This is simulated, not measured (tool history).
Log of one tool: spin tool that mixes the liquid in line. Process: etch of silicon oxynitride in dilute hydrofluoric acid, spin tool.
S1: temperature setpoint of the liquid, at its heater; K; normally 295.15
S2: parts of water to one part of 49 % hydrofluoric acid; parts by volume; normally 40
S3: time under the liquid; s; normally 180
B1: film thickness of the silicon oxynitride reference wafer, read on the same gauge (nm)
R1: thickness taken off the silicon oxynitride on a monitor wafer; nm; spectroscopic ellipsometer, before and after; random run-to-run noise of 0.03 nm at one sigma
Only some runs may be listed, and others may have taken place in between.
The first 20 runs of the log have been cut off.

Run 21, hour 1681.6: usual settings but S2 50 parts by volume; B1 149.98. Result: R1 4.48 nm.
Run 22, hour 1732.0: usual settings but S3 85 s; B1 150.01. Result: R1 2.64 nm.
Run 23, hour 1814.4: usual settings but S1 292.15 K, S3 135 s; B1 150.00. Result: R1 3.68 nm.
Run 24, hour 1874.5: usual settings but S1 297.15 K; B1 150.01. Result: R1 6.21 nm.
Run 25, hour 1945.7: usual settings but S1 300.15 K; B1 149.98. Result: R1 7.18 nm.
Run 26, hour 1991.4: usual settings but S1 290.15 K, S2 50 parts by volume; B1 150.00. Result: R1 3.50 nm.
Run 27, hour 2076.7: usual settings but S1 296.65 K, S3 120 s; B1 150.00. Result: R1 4.08 nm.
Run 28, hour 2159.3: usual settings but S1 299.65 K, S2 50 parts by volume; B1 150.01. Result: R1 5.54 nm.
Run 29, hour 2253.0: usual settings but S3 215 s; B1 150.01. Result: R1 6.72 nm.
Run 30, hour 2314.4: usual settings; B1 149.98. Result: R1 5.62 nm.
Run 31, hour 2393.1: usual settings but S1 293.65 K; B1 150.01. Result: R1 5.27 nm.
Run 32, hour 2606.7: usual settings but S3 115 s; B1 150.00. Result: R1 3.64 nm.

Below are 5 alternative next runs, each starting from the tool's condition after run 32. Predict each:
Run A, hour 2607.2: usual settings but S1 292.15 K; B1 ?. Result: R1 ?.
Run B, hour 2607.2: usual settings but S3 240 s; B1 ?. Result: R1 ?.
Run C, hour 2607.2: usual settings but S1 291.65 K, S2 45 parts by volume, S3 95 s; B1 ?. Result: R1 ?.
Run D, hour 2607.2: usual settings but S1 293.65 K, S2 25 parts by volume, S3 260 s; B1 ?. Result: R1 ?.
Run E, hour 2607.2: usual settings but S1 291.65 K, S3 265 s; B1 ?. Result: R1 ?.

run      B1     R1
  A  150.00   4.82
  B  150.00   7.48
  C  150.00   2.20
  D  150.00  12.13
  E  150.00   6.92
The same runs, with their run-to-run variation unchanged, on a tool lacking any hidden condition would have given:
run     R1
  A   4.82
  B   7.48
  C   2.20
  D  12.13
  E   6.92
